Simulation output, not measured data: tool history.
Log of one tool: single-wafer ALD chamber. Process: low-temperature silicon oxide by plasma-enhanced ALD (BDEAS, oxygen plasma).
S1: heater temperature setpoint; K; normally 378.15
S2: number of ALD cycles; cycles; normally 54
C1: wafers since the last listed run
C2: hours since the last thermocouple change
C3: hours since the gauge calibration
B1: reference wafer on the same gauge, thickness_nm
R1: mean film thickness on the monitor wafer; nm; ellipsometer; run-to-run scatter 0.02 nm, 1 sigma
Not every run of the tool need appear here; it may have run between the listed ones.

run    hour      S1  S2   C1      C2      C3     B1     R1
  1     0.0  378.15  47    0  1044.4  1019.3  8.249  7.001
  2    90.2  378.15  47  527  1134.6  1109.5  8.247  7.012
  3   177.7  378.15  47  511  1222.1  1197.0  8.253  7.041
  4   216.6  374.15  54  227  1261.0  1235.9  8.249  8.109
  5   274.5  374.15  54  338  1318.9  1293.8  8.253  8.129
  6   312.7  378.15  54  223  1357.1  1332.0  8.238  8.052
  7   403.0  378.15  54  528  1447.4  1422.3  8.244  8.072
  8   493.8  378.15  54  530  1538.2  1513.1  8.239  8.024
  9   549.7  372.15  54  326  1594.1  1569.0  8.252  8.129
 10   631.8  372.15  54  480  1676.2  1651.1  8.258  8.152
 11   675.2  378.15  54  253  1719.6  1694.5  8.244  8.031
 12   737.3  378.15  46  363  1781.7  1756.6  8.252  6.861
 13   831.4  378.15  54  550  1875.8  1850.7  8.246  8.047
 14   874.2  378.15  54  250  1918.6  1893.5  8.248  8.033
      926.8  -- gauge calibrated
      940.3  -- thermocouple changed; heater temperature recalibrated
 15   956.4  383.15  58  433    16.1    29.6  8.250  8.657
 16  1008.1  378.15  54  302    67.8    81.3  8.244  8.113
 17  1074.0  378.15  54  385   133.7   147.2  8.249  8.153
 18  1158.3  378.15  54  492   218.0   231.5  8.244  8.130
 19  1252.7  378.15  54  552   312.4   325.9  8.255  8.090
 20  1352.6  378.15  54  584   412.3   425.8  8.255  8.101
 21  1450.5  371.15  54  572   510.2   523.7  8.254  8.232
 22  1498.6  378.15  47  281   558.3   571.8  8.242  7.001
 23  1597.4  385.15  44  577   657.1   670.6  8.248  6.479
 24  1659.5  364.15  50  363   719.2   732.7  8.243  7.758
 25  1711.0  391.15  54  301   770.7   784.2  8.250  7.875
 26  1771.4  378.15  54  353   831.1   844.6  8.249  8.044
 27  1808.3  390.15  45  215   868.0   881.5  8.257  6.540
 28  1885.6  371.15  44  452   945.3   958.8  8.259  6.664
 29  1959.3  369.15  54  430  1019.0  1032.5  8.245  8.194
 30  2056.5  370.15  54  568  1116.2  1129.7  8.243  8.179
 31  2123.3  383.15  45  390  1183.0  1196.5  8.246  6.629
 32  2225.9  370.15  62  599  1285.6  1299.1  8.246  9.390
 33  2317.0  378.15  54  532  1376.7  1390.2  8.259  8.047
 34  2406.4  378.15  54  522  1466.1  1479.6  8.247  8.056
 35  2449.4  389.15  54  251  1509.1  1522.6  8.251  7.879
 36  2527.4  378.15  47  456  1587.1  1600.6  8.257  6.984
 37  2631.7  383.15  54  609  1691.4  1704.9  8.246  7.966
     2690.9  -- thermocouple changed; heater temperature recalibrated
 38  2714.7  392.15  61  438    23.8  1787.9  8.255  8.883
 39  2818.2  372.15  47  605   127.3  1891.4  8.248  7.178
 40  2856.7  365.15  54  225   165.8  1929.9  8.252  8.465
 41  2954.2  383.15  60  570   263.3  2027.4  8.245  8.866
 42  3012.8  370.15  45  342   321.9  2086.0  8.252  6.848

Hidden state or all else? Some run-to-run changes of R1, split into what the settings, what came in and random variation would give without the hidden state, and what is left for the hidden state (with any gauge scatter that isn't in both results):
The hidden state here: wafer temperature above the value expected at the setpoint (K); gauge reads high (%).
Run 14 -> 15: S1 378.15 -> 383.15, S2 54 -> 58, gauge calibrated, thermocouple changed; heater temperature recalibrated. R1 +0.624 nm: hidden state +0.091, all else +0.533.
Run 31 -> 32: S1 383.15 -> 370.15, S2 45 -> 62. R1 +2.761 nm: hidden state -0.097, all else +2.858.
Run 37 -> 38: S1 383.15 -> 392.15, S2 54 -> 61, thermocouple changed; heater temperature recalibrated. R1 +0.917 nm: hidden state +0.084, all else +0.833.
Run 38 -> 39: S1 392.15 -> 372.15, S2 61 -> 47. R1 -1.705 nm: hidden state -0.031, all else -1.674.
Run 41 -> 42: S1 383.15 -> 370.15, S2 60 -> 45. R1 -2.018 nm: hidden state -0.031, all else -1.987.
